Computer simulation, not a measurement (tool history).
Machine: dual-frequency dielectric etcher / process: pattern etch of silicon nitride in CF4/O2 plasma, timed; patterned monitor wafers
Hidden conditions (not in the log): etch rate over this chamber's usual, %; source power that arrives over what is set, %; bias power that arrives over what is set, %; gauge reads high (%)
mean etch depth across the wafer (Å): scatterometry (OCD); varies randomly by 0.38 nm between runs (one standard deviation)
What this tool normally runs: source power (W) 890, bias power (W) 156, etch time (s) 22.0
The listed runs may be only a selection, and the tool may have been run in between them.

run    hour  source power (W)  bias power (W)  etch time (s)  wafers since the last listed run  hours since the last wet clean  hours since the last source power generator calibration  hours since the last bias power generator calibration  hours since the last upper electrode change  hours since the gauge calibration  read-back reference wafer on the same gauge, depth_nm  mean etch depth across the wafer (Å)
  1     0.0               890             156           22.0                                 0                           241.7                                                   2590.8                                                  705.7                                       3115.4                             1650.9                                                   77.7                                   684
       60.6  -- upper electrode replaced
  2   107.9               960             156           22.0                              1085                           349.6                                                   2698.7                                                  813.6                                         47.3                             1758.8                                                   77.5                                   737
  3   174.5               960             156           22.0                               861                           416.2                                                   2765.3                                                  880.2                                        113.9                             1825.4                                                   77.5                                   731
  4   276.5               960             156           22.0                              1319                           518.2                                                   2867.3                                                  982.2                                        215.9                             1927.4                                                   77.5                                   727
      335.0  -- wet clean of the chamber
  5   377.0               780             156           18.5                               989                            42.0                                                   2967.8                                                 1082.7                                        316.4                             2027.9                                                   77.5                                   500
  6   463.2               780             156           18.5                              1115                           128.2                                                   3054.0                                                 1168.9                                        402.6                             2114.1                                                   77.5                                   504
  7   565.4               890             148           18.0                              1322                           230.4                                                   3156.2                                                 1271.1                                        504.8                             2216.3                                                   77.4                                   552
  8   612.0               890             148           18.0                               602                           277.0                                                   3202.8                                                 1317.7                                        551.4                             2262.9                                                   77.7                                   547
      676.4  -- source power generator calibrated
  9   716.8               890             156           22.0                              1304                           381.8                                                     40.4                                                 1422.5                                        656.2                             2367.7                                                   77.3                                   682
 10   786.0               730             186           20.0                               895                           451.0                                                    109.6                                                 1491.7                                        725.4                             2436.9                                                   77.5                                   538
 11   829.5               690             175           18.5                               562                           494.5                                                    153.1                                                 1535.2                                        768.9                             2480.4                                                   77.5                                   462
     1017.1  -- wet clean of the chamber
 12  1017.6              1090             169           22.0                              2123                             0.5                                                    341.2                                                 1723.3                                        957.0                             2668.5                                                   77.6                                   852
 13  1054.2               890             156           22.0                               473                            37.1                                                    377.8                                                 1759.9                                        993.6                             2705.1                                                   77.5                                   679
 14  1119.0               890             156           22.0                               838                           101.9                                                    442.6                                                 1824.7                                       1058.4                             2769.9                                                   77.6                                   689
 15  1164.6              1100             192           28.0                               590                           147.5                                                    488.2                                                 1870.3                                       1104.0                             2815.5                                                   77.6                                  1142
 16  1245.2               780             156           22.0                              1042                           228.1                                                    568.8                                                 1950.9                                       1184.6                             2896.1                                                   77.5                                   595
 17  1311.5               800             178           18.5                               857                           294.4                                                    635.1                                                 2017.2                                       1250.9                             2962.4                                                   77.4                                   540
     1347.8  -- gauge calibrated
 18  1359.9              1050             175           17.0                               626                           342.8                                                    683.5                                                 2065.6                                       1299.3                               12.1                                                   77.6                                   638
 19  1399.4               890             156           22.0                               511                           382.3                                                    723.0                                                 2105.1                                       1338.8                               51.6                                                   77.3                                   687
     1410.4  -- bias power generator calibrated
 20  1481.2               740             156           24.5                              1006                           464.1                                                    804.8                                                   70.8                                       1420.6                              133.4                                                   77.4                                   634
 21  1542.4               890             156           22.0                               791                           525.3                                                    866.0                                                  132.0                                       1481.8                              194.6                                                   77.5                                   672
     1568.4  -- wet clean of the chamber
 22  1627.1               890             156           19.0                               785                            58.7                                                    950.7                                                  216.7                                       1566.5                              279.3                                                   77.6                                   586
 23  1675.8               890             140           28.0                               630                           107.4                                                    999.4                                                  265.4                                       1615.2                              328.0                                                   77.6                                   843
 24  1721.7               830             156           22.0                               593                           153.3                                                   1045.3                                                  311.3                                       1661.1                              373.9                                                   77.5                                   637
 25  1794.9               890             139           16.5                               947                           226.5                                                   1118.5                                                  384.5                                       1734.3                              447.1                                                   77.6                                   496
 26  1884.1              1020             179           24.5                              1154                           315.7                                                   1207.7                                                  473.7                                       1823.5                              536.3                                                   77.5                                   902
 27  1966.0              1010             131           27.0                              1059                           397.6                                                   1289.6                                                  555.6                                       1905.4                              618.2                                                   77.4                                   904
 28  2060.3               810             138           22.0                              1220                           491.9                                                   1383.9                                                  649.9                                       1999.7                              712.5                                                   77.5                                   598
     2123.6  -- wet clean of the chamber
 29  2124.1               890             156           18.5                               514                             0.5                                                   1447.7                                                  713.7                                       2063.5                              776.3                                                   77.5                                   571
 30  2200.0               890             156           22.0                               982                            76.4                                                   1523.6                                                  789.6                                       2139.4                              852.2                                                   77.6                                   679

Describe how what the log doesn't record of the tool's condition differs between the last listed run preceding each entry between runs and the first listed run following it.
In the gap between runs 1 and 2: upper electrode replaced (hour 60.6)
  both runs share identical hidden conditions
In the gap between runs 4 and 5: wet clean of the chamber (hour 335.0)
  both runs share identical hidden conditions
In the gap between runs 8 and 9: source power generator calibrated (hour 676.4)
  both runs share identical hidden conditions
In the gap between runs 11 and 12: wet clean of the chamber (hour 1017.1)
  both runs share identical hidden conditions
In the gap between runs 17 and 18: gauge calibrated (hour 1347.8)
  both runs share identical hidden conditions
In the gap between runs 19 and 20: bias power generator calibrated (hour 1410.4)
  both runs share identical hidden conditions
In the gap between runs 21 and 22: wet clean of the chamber (hour 1568.4)
  both runs share identical hidden conditions
In the gap between runs 28 and 29: wet clean of the chamber (hour 2123.6)
  both runs share identical hidden conditions

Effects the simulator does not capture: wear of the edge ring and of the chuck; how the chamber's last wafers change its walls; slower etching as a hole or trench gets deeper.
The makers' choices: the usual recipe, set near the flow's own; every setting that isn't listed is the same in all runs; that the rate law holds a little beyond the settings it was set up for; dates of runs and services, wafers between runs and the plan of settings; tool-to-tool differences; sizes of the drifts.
